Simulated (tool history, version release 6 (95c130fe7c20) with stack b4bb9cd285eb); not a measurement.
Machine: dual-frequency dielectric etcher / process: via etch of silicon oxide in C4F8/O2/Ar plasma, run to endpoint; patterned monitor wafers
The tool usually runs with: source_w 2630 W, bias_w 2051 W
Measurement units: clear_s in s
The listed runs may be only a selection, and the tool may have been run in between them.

| run | hour | source_w | bias_w | incoming incoming film thickness, nm | clear_s |
|---|---|---|---|---|---|
| 1 | 0.0 | 2630 | 2432 | 1103.1 | 171.5 |
| 2 | 49.1 | 2860 | 2284 | 1097.3 | 171.4 |
|  | 113.5 | wet clean of the chamber |
| 3 | 237.2 | 2630 | 2051 | 1100.2 | 188.4 |
| 4 | 262.2 | 2630 | 2051 | 1099.9 | 189.1 |
|  | 272.5 | bias power generator calibrated |
|  | 288.4 | source power generator calibrated |
| 5 | 289.8 | 2630 | 2051 | 1102.4 | 189.6 |
| 6 | 326.2 | 2940 | 1722 | 1096.3 | 193.2 |
| 7 | 380.4 | 2630 | 2051 | 1093.6 | 184.5 |
| 8 | 439.6 | 2630 | 2051 | 1101.6 | 184.8 |
| 9 | 488.5 | 2630 | 2051 | 1091.2 | 182.9 |
| 10 | 534.3 | 2630 | 2051 | 1095.8 | 182.9 |
|  | 567.8 | wet clean of the chamber |
| 11 | 597.4 | 2630 | 2051 | 1101.7 | 187.9 |
| 12 | 663.9 | 3120 | 2051 | 1099.3 | 178.6 |
| 13 | 731.0 | 3120 | 2051 | 1092.9 | 177.3 |
| 14 | 763.6 | 3120 | 2051 | 1096.0 | 177.3 |
| 15 | 830.8 | 2630 | 2051 | 1092.3 | 183.3 |
| 16 | 856.4 | 2630 | 1846 | 1094.4 | 190.3 |
| 17 | 897.9 | 2630 | 2051 | 1092.2 | 182.4 |
| 18 | 937.2 | 2100 | 1870 | 1096.8 | 199.1 |
| 19 | 1005.7 | 2630 | 2051 | 1095.3 | 180.9 |
|  | 1097.6 | wet clean of the chamber |
| 20 | 1098.1 | 2630 | 2051 | 1106.8 | 191.8 |
| 21 | 1118.9 | 2370 | 2185 | 1089.5 | 189.2 |
|  | 1178.2 | upper electrode replaced |
| 22 | 1178.7 | 2630 | 2526 | 1103.0 | 175.6 |
| 23 | 1205.6 | 2070 | 1627 | 1086.5 | 216.2 |
| 24 | 1262.9 | 2440 | 1738 | 1088.6 | 201.0 |
| 25 | 1312.7 | 2940 | 2512 | 1085.2 | 165.7 |
| 26 | 1342.1 | 3120 | 2051 | 1082.6 | 174.7 |
| 27 | 1401.9 | 2160 | 1652 | 1090.3 | 209.9 |
| 28 | 1446.9 | 2110 | 2343 | 1091.1 | 183.7 |
| 29 | 1482.3 | 2350 | 1694 | 1098.1 | 201.3 |
| 30 | 1532.4 | 3070 | 1769 | 1100.3 | 183.5 |
| 31 | 1557.2 | 2240 | 2222 | 1092.4 | 182.4 |
|  | 1630.3 | wet clean of the chamber |
| 32 | 1630.8 | 3160 | 2051 | 1091.8 | 179.4 |
| 33 | 1647.3 | 3060 | 1597 | 1100.6 | 199.9 |
| 34 | 1686.6 | 2930 | 2051 | 1094.7 | 183.5 |
| 35 | 1716.1 | 3070 | 2235 | 1101.9 | 175.5 |

Each row is a separate what-if for the run after 35, all from the same tool condition, not one after another. Results?
| A | 1716.6 | 2630 | 2222 | 1090.9 | ? |
| B | 1716.6 | 2630 | 1589 | 1090.9 | ? |
| C | 1716.6 | 2860 | 1550 | 1090.9 | ? |
| D | 1716.6 | 3280 | 1922 | 1090.9 | ? |

| run | clear_s |
|---|---|
| A | 181.9 |
| B | 205.1 |
| C | 202.4 |
| D | 180.6 |
Stripped of hidden state, with their random variation kept, the same runs would have yielded:
| run | clear_s |
|---|---|
| A | 182.6 |
| B | 206.0 |
| C | 203.2 |
| D | 181.3 |
